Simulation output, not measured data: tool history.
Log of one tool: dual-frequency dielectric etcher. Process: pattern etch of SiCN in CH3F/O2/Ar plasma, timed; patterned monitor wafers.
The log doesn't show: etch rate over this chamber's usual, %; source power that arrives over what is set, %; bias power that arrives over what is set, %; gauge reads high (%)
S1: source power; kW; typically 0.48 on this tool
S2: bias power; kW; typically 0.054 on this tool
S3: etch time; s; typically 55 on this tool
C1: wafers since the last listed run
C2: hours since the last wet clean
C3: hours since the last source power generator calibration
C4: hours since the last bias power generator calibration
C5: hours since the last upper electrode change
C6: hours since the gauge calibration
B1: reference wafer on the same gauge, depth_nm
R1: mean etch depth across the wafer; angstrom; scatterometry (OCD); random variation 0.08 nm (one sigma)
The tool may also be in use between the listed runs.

run,hour,S1,S2,S3,C1,C2,C3,C4,C5,C6,B1,R1
1,0,0.48,0.054,55,0,11.1,1622.9,2381.1,4246,420.9,15.67,185.9
2,70.9,0.48,0.054,55,977,82,1693.8,2452,4316.9,491.8,15.71,187.6
3,140.3,0.48,0.054,55,956,151.4,1763.2,2521.4,4386.3,561.2,15.69,186.7
4,228.9,0.48,0.054,55,1221,240,1851.8,2610,4474.9,649.8,15.7,187.3
5,289.2,0.48,0.054,55,831,300.3,1912.1,2670.3,4535.2,710.1,15.69,187.7
6,339.3,0.48,0.054,55,690,350.4,1962.2,2720.4,4585.3,760.2,15.69,188
7,429.6,0.48,0.054,55,1245,440.7,2052.5,2810.7,4675.6,850.5,15.7,188.2
8,465.7,0.48,0.054,55,497,476.8,2088.6,2846.8,4711.7,886.6,15.7,188.1
# hour 497.8: wet clean of the chamber
# hour 534.6: upper electrode replaced
9,569.5,0.48,0.054,55,769,71.7,2192.4,2950.6,34.9,990.4,15.69,188.4
# hour 602.9: bias power generator calibrated
10,656.5,0.48,0.054,55,1144,158.7,2279.4,53.6,121.9,1077.4,15.71,187.3
# hour 665.9: gauge calibrated
11,741.8,0.48,0.054,38.5,1176,244,2364.7,138.9,207.2,75.9,15.69,131.7
12,800,0.41,0.054,55,802,302.2,2422.9,197.1,265.4,134.1,15.72,174.1
13,899.7,0.41,0.062,63.5,1374,401.9,2522.6,296.8,365.1,233.8,15.71,205.8
# hour 1083.2: wet clean of the chamber
14,1179,0.59,0.048,64.5,3520,95.8,2801.9,576.1,644.4,513.1,15.7,241.8
15,1269.3,0.48,0.054,55,1245,186.1,2892.2,666.4,734.7,603.4,15.72,189.3
# hour 1289.6: source power generator calibrated
16,1345.7,0.48,0.048,40,998,262.5,56.1,742.8,811.1,679.8,15.68,130.1
17,1427.2,0.41,0.054,41,1123,344,137.6,824.3,892.6,761.3,15.7,125.2
18,1499.9,0.48,0.054,55,1002,416.7,210.3,897,965.3,834,15.72,182.7
19,1542.5,0.53,0.059,70,587,459.3,252.9,939.6,1007.9,876.6,15.68,250.8

What will run 20 give?
20,1638.9,0.48,0.054,55,1329,555.7,349.3,1036,1104.3,973,?,?

B1: 15.69
R1: 183.5 angstrom
Take away the tool's hidden state, keep the run-to-run variation as it was, and the same run would have given R1 183.6 angstrom.
